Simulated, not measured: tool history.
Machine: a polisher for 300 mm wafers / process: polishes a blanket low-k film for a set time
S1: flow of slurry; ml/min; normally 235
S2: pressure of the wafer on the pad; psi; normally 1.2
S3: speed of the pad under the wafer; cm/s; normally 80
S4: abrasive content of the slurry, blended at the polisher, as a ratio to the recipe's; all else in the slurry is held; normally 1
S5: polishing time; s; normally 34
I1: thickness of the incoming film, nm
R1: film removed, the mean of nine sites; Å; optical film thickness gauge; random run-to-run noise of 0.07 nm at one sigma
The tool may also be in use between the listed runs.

run	hour	S1	S2	S3	S4	S5	I1	R1
1	0	235	1	80	1	34	800.1	59
2	13.2	235	1	80	1	34	803.4	58
3	21.2	235	1.2	80	1	34	789.9	66
4	31.1	235	1.2	80	1	34	784.2	64
5	47.7	235	1.2	80	1	34	787.8	64
6	64	235	1.2	80	1	34	798.7	65
7	73.9	235	1.4	80	1	34	779.4	70
# hour 77.3: slurry blender recalibrated
# hour 83.2: worn pad replaced by a new one
8	91	235	1.4	80	1	34	789.8	73
9	104.3	235	1.4	80	1	34	786.2	72
10	112.1	235	1.2	80	1	34	787.8	64
11	119.3	270	1.2	80	1	30	792.4	59
12	129.2	235	1.2	80	1	34	787.6	64
13	137.3	235	0.8	58	1.25	34	789.3	42
# hour 144.8: slurry nozzle cleaned
14	151.9	235	1.5	80	1	34	779.9	75
# hour 167.8: worn pad replaced by a new one
15	168.3	285	1.3	66	1	27	781.4	47
# hour 175: head pressure recalibrated
16	179.3	235	1.2	80	1	34	775.9	65
17	195.6	280	1.2	52	1	34	791.1	47
18	207.5	175	1	102	1	26	795.7	52
# hour 210.4: conditioning disc replaced and pad reconditioned
19	215.1	235	1.2	80	1	34	782.7	65
20	225.3	235	1.2	80	1	34	784	66
21	239.6	235	1.2	80	1	34	779	66
22	251.5	290	0.8	66	0.7	34	800	42
# hour 256.2: worn pad replaced by a new one
# hour 257.6: slurry blender recalibrated
23	265	235	1	96	0.9	34	798.5	64
24	276.3	210	1.2	80	1	34	788.5	64
25	287.2	235	1.2	80	1	46	775.3	88
26	294.5	235	1.2	88	1	34	790.7	69

Predict each of these 4 candidate next runs independently; none follows another, all start after run 26:
A	294.9	235	1.2	100	1	34	778.5	?
B	294.9	200	1.6	88	0.85	34	778.5	?
C	294.9	235	1.3	80	1	34	778.5	?
D	294.9	280	1.2	80	1	34	778.5	?

run	R1
A	78
B	80
C	69
D	67
What these runs would have given with no unlogged condition in the tool:
run	R1
A	78
B	80
C	69
D	67

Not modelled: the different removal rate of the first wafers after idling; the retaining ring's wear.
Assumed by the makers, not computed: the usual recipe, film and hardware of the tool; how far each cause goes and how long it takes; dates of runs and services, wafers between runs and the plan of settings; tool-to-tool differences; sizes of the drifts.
